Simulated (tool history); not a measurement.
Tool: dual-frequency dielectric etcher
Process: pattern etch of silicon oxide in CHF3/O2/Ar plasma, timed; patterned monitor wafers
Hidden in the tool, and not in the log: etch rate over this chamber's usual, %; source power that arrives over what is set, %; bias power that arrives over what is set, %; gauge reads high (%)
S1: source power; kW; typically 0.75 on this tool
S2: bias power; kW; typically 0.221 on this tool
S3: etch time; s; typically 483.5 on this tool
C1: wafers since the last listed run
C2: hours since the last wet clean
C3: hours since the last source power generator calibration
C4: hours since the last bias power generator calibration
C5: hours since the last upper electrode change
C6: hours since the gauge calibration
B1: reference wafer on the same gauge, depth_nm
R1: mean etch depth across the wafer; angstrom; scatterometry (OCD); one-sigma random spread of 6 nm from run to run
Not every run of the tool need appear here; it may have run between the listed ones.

run    hour    S1     S2     S3   C1     C2      C3      C4      C5      C6     B1     R1
  1       0  0.75  0.221  483.5    0  200.4  2160.1  3708.8  5059.3   527.1  930.9  11182
  2    73.2  0.75  0.221  483.5  318  273.6  2233.3    3782  5132.5   600.3  929.6  11098
  3   157.4  0.75  0.221  483.5  365  357.8  2317.5  3866.2  5216.7   684.5  930.2  11003
  4   251.7  0.75  0.221  483.5  409  452.1  2411.8  3960.5    5311   778.8  929.1  10972
  5     291  0.75  0.221  483.5  170  491.4  2451.1  3999.8  5350.3   818.1  930.4  10943
      361.7  -- wet clean of the chamber
      388.4  -- source power generator calibrated
  6   397.9  0.75  0.221  483.5  342   36.2     9.5  4106.7  5457.2     925  930.6  11279
  7   481.7  0.75  0.221    557  364    120    93.3  4190.5    5541  1008.8  930.1  12812
      553.6  -- upper electrode replaced, of another model than before
  8   557.7  0.75  0.221    557  225    196   169.3  4266.5     4.1  1084.8  929.8  12668
      626.6  -- gauge calibrated
  9   638.8  0.85  0.203    410  352  277.1   250.4  4347.6    85.2    12.2  930.1   9840
        696  -- bias power generator calibrated
 10     733  0.75  0.221  483.5  391  371.3   344.6      37   179.4   106.4  929.3  10856
 11   790.7  0.75  0.221  483.5  250    429   402.3    94.7   237.1   164.1  930.2  10870
      913.4  -- wet clean of the chamber
 12   913.9  0.88  0.221  400.5  431    0.5   525.5   217.9   360.3   287.3  930.1  10136
 13   946.1  0.75  0.221  483.5  139   32.7   557.7   250.1   392.5   319.5  930.3  11199
 14  1000.7  0.75    0.2  483.5  237   87.3   612.3   304.7   447.1   374.1  929.2  10927
 15  1053.9  0.86  0.204  483.5  231  140.5   665.5   357.9   500.3   427.3  929.5  11789
 16    1114  0.62  0.254    619  261  200.6   725.6     418   560.4   487.4    930  13031

Exercise: give the hidden state of the tool at every run:
source power that arrives over what is set, %: 0 at every run
bias power that arrives over what is set, %: 0 at every run
gauge reads high (%): 0 at every run
H1: etch rate over this chamber's usual, %
run      H1
  1  -0.573
  2    -1.2
  3   -1.92
  4   -2.72
  5   -3.06
  6  0.0494
  7  -0.666
  8   -1.31
  9   -2.01
 10   -2.81
 11    -3.3
 12   0.532
 13   0.257
 14   -0.21
 15  -0.664
 16   -1.18
